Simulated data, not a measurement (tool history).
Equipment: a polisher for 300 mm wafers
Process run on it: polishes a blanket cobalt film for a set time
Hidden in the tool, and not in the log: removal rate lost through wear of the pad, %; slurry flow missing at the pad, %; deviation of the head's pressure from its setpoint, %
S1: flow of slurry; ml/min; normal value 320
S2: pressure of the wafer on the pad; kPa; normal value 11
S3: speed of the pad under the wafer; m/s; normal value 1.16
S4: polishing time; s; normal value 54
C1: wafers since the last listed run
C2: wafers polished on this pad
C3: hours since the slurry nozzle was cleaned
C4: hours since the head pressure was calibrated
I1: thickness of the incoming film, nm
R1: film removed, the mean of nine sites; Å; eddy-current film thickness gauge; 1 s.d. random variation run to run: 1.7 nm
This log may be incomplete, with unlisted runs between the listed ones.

run     day   S1    S2    S3  S4   C1    C2     C3     C4      I1    R1
  1       0  320    11  1.16  54    0  1178    234  789.5  1464.9  2082
      0.421  -- worn pad replaced by a new one
  2   1.183  320    11  1.16  54  241   181  262.4  817.9  1498.4  2077
  3   2.062  320    11  1.16  54  209   390  283.5    839  1459.7  2064
  4   3.242  320  13.1  1.16  54  280   671  311.8  867.3  1481.8  2412
  5   4.275  320  13.1  1.16  54  245   917  336.6  892.1  1486.8  2410
  6   5.346  320  13.1  1.16  54  254  1172  362.3  917.8  1472.3  2396
      5.521  -- head pressure recalibrated
  7   6.408  320    11  1.16  54  233  1405  387.8   21.3  1477.2  2073
      6.617  -- worn pad replaced by a new one
  8   7.362  320    11  1.16  54  187   177  410.7   44.2  1443.5  2071
  9   8.642  320   7.6  1.16  38  304   482  441.4   74.9  1489.6  1059
 10   9.642  320    11  0.84  62  237   720  465.4   98.9    1470  1759
 11  11.004  320    11  1.16  54  324  1044  498.1  131.6    1473  2077
 12  11.667  230    11  0.92  54  157  1202    514  147.5  1482.9  1596
     11.858  -- worn pad replaced by a new one
 13  12.746  290  14.5  1.16  54  217   211  539.9  173.4  1455.4  2617
     12.858  -- slurry nozzle cleaned
 14  13.775  320    11  1.16  46  234   446     22  198.1  1478.4  1774
 15  14.292  215     9  1.16  54  122   569   34.4  210.5  1480.6  1650
 16  15.788  320    11  1.16  54  355   925   70.3  246.4  1451.6  2036
         17  -- worn pad replaced by a new one
 17  18.333  425   6.9  1.16  54  566   317  131.4  307.5  1498.1  1406

Across each entry between runs, compare the hidden state at the last listed run before it with the hidden state at the first listed run after it:
Runs 1 to 2: worn pad replaced by a new one (day 0.421)
  both runs share identical hidden conditions
Runs 6 to 7: head pressure recalibrated (day 5.521)
  both runs share identical hidden conditions
Runs 7 to 8: worn pad replaced by a new one (day 6.617)
  both runs share identical hidden conditions
Runs 12 to 13: worn pad replaced by a new one (day 11.858)
  both runs share identical hidden conditions
Runs 13 to 14: slurry nozzle cleaned (day 12.858)
  both runs share identical hidden conditions
Runs 16 to 17: worn pad replaced by a new one (day 17)
  both runs share identical hidden conditions
